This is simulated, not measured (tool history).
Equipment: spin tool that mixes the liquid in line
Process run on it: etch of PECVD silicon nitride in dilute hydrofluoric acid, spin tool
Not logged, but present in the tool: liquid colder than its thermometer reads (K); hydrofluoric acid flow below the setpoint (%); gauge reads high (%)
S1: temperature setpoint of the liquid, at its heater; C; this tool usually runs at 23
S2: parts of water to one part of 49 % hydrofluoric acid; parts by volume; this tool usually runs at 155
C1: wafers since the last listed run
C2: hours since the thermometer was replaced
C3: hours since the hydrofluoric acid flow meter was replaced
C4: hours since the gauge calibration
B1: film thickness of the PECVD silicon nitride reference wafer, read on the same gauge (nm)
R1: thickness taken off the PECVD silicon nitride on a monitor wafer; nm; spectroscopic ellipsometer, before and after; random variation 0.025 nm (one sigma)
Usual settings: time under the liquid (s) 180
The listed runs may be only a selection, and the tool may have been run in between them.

{"run": 1, "hour": 0.0, "S1": 23, "S2": 100, "time under the liquid (s)": 180, "C1": 0, "C2": 1969.2, "C3": 182, "C4": 218.4, "B1": 69.986, "R1": 5.538}
{"run": 2, "hour": 35.9, "S1": 23, "S2": 100, "time under the liquid (s)": 180, "C1": 159, "C2": 2005.1, "C3": 217.9, "C4": 254.3, "B1": 70.023, "R1": 5.529}
{"run": 3, "hour": 66.8, "S1": 21.5, "S2": 155, "time under the liquid (s)": 180, "C1": 137, "C2": 2036, "C3": 248.8, "C4": 285.2, "B1": 70.029, "R1": 3.202}
{"run": 4, "hour": 85.4, "S1": 23, "S2": 155, "time under the liquid (s)": 180, "C1": 82, "C2": 2054.6, "C3": 267.4, "C4": 303.8, "B1": 70, "R1": 3.506}
{"run": 5, "hour": 112.9, "S1": 23, "S2": 155, "time under the liquid (s)": 180, "C1": 122, "C2": 2082.1, "C3": 294.9, "C4": 331.3, "B1": 69.987, "R1": 3.557}
{"run": 6, "hour": 188.1, "S1": 23, "S2": 155, "time under the liquid (s)": 180, "C1": 334, "C2": 2157.3, "C3": 370.1, "C4": 406.5, "B1": 69.99, "R1": 3.515}
{"run": 7, "hour": 200.1, "S1": 23, "S2": 155, "time under the liquid (s)": 180, "C1": 53, "C2": 2169.3, "C3": 382.1, "C4": 418.5, "B1": 69.98, "R1": 3.548}
{"run": 8, "hour": 233.2, "S1": 23, "S2": 155, "time under the liquid (s)": 180, "C1": 147, "C2": 2202.4, "C3": 415.2, "C4": 451.6, "B1": 70.008, "R1": 3.504}
{"run": 9, "hour": 265.9, "S1": 23, "S2": 155, "time under the liquid (s)": 180, "C1": 145, "C2": 2235.1, "C3": 447.9, "C4": 484.3, "B1": 70.005, "R1": 3.468}
{"run": 10, "hour": 295.8, "S1": 23, "S2": 120, "time under the liquid (s)": 180, "C1": 133, "C2": 2265, "C3": 477.8, "C4": 514.2, "B1": 70.026, "R1": 4.464}
{"run": 11, "hour": 311.8, "S1": 23, "S2": 120, "time under the liquid (s)": 180, "C1": 71, "C2": 2281, "C3": 493.8, "C4": 530.2, "B1": 70.009, "R1": 4.44}
{"run": 12, "hour": 327.8, "S1": 20, "S2": 190, "time under the liquid (s)": 95, "C1": 71, "C2": 2297, "C3": 509.8, "C4": 546.2, "B1": 70.013, "R1": 1.219}
{"run": 13, "hour": 357.1, "S1": 23, "S2": 205, "time under the liquid (s)": 180, "C1": 130, "C2": 2326.3, "C3": 539.1, "C4": 575.5, "B1": 69.979, "R1": 2.594}
{"run": 14, "hour": 379.4, "S1": 23, "S2": 155, "time under the liquid (s)": 180, "C1": 99, "C2": 2348.6, "C3": 561.4, "C4": 597.8, "B1": 70.017, "R1": 3.443}
{"run": 15, "hour": 397.0, "S1": 23, "S2": 95, "time under the liquid (s)": 180, "C1": 78, "C2": 2366.2, "C3": 579, "C4": 615.4, "B1": 70.022, "R1": 5.541}
{"run": 16, "hour": 432.5, "S1": 23, "S2": 155, "time under the liquid (s)": 180, "C1": 158, "C2": 2401.7, "C3": 614.5, "C4": 650.9, "B1": 70.037, "R1": 3.429}
{"run": 17, "hour": 464.8, "S1": 26.5, "S2": 155, "time under the liquid (s)": 180, "C1": 143, "C2": 2434, "C3": 646.8, "C4": 683.2, "B1": 70.015, "R1": 4.252}
{"hour": 469.1, "done": "hydrofluoric acid flow meter replaced"}
{"hour": 472.4, "done": "gauge calibrated"}
{"hour": 481.1, "done": "thermometer replaced"}
{"run": 18, "hour": 486.0, "S1": 18.5, "S2": 210, "time under the liquid (s)": 180, "C1": 85, "C2": 4.9, "C3": 16.9, "C4": 13.6, "B1": 70.031, "R1": 2.055}
{"run": 19, "hour": 519.8, "S1": 27, "S2": 110, "time under the liquid (s)": 255, "C1": 150, "C2": 38.7, "C3": 50.7, "C4": 47.4, "B1": 70.016, "R1": 9.432}
{"run": 20, "hour": 542.3, "S1": 23, "S2": 155, "time under the liquid (s)": 235, "C1": 100, "C2": 61.2, "C3": 73.2, "C4": 69.9, "B1": 69.993, "R1": 4.701}
{"run": 21, "hour": 570.4, "S1": 23, "S2": 225, "time under the liquid (s)": 130, "C1": 125, "C2": 89.3, "C3": 101.3, "C4": 98, "B1": 70.007, "R1": 1.83}
{"run": 22, "hour": 604.8, "S1": 26, "S2": 155, "time under the liquid (s)": 180, "C1": 153, "C2": 123.7, "C3": 135.7, "C4": 132.4, "B1": 69.962, "R1": 4.366}
{"run": 23, "hour": 632.5, "S1": 23, "S2": 155, "time under the liquid (s)": 180, "C1": 123, "C2": 151.4, "C3": 163.4, "C4": 160.1, "B1": 69.953, "R1": 3.664}

5 ways to go on from here, each from the tool as it stands after run 23. What would each give?
{"run": "A", "hour": 633.0, "S1": 23, "S2": 155, "time under the liquid (s)": 120, "C1": 2, "C2": 151.9, "C3": 163.9, "C4": 160.6, "B1": "?", "R1": "?"}
{"run": "B", "hour": 633.0, "S1": 23, "S2": 230, "time under the liquid (s)": 260, "C1": 2, "C2": 151.9, "C3": 163.9, "C4": 160.6, "B1": "?", "R1": "?"}
{"run": "C", "hour": 633.0, "S1": 27, "S2": 190, "time under the liquid (s)": 260, "C1": 2, "C2": 151.9, "C3": 163.9, "C4": 160.6, "B1": "?", "R1": "?"}
{"run": "D", "hour": 633.0, "S1": 20.5, "S2": 155, "time under the liquid (s)": 180, "C1": 2, "C2": 151.9, "C3": 163.9, "C4": 160.6, "B1": "?", "R1": "?"}
{"run": "E", "hour": 633.0, "S1": 23, "S2": 155, "time under the liquid (s)": 105, "C1": 2, "C2": 151.9, "C3": 163.9, "C4": 160.6, "B1": "?", "R1": "?"}

run=A B1=70.02 R1=2.403
run=B B1=70.02 R1=3.529
run=C B1=70.02 R1=5.477
run=D B1=70.02 R1=3.059
run=E B1=70.02 R1=2.103
Had the tool no hidden state, the same runs would have come out as:
run=A R1=2.449
run=B R1=3.596
run=C R1=5.583
run=D R1=3.117
run=E R1=2.143

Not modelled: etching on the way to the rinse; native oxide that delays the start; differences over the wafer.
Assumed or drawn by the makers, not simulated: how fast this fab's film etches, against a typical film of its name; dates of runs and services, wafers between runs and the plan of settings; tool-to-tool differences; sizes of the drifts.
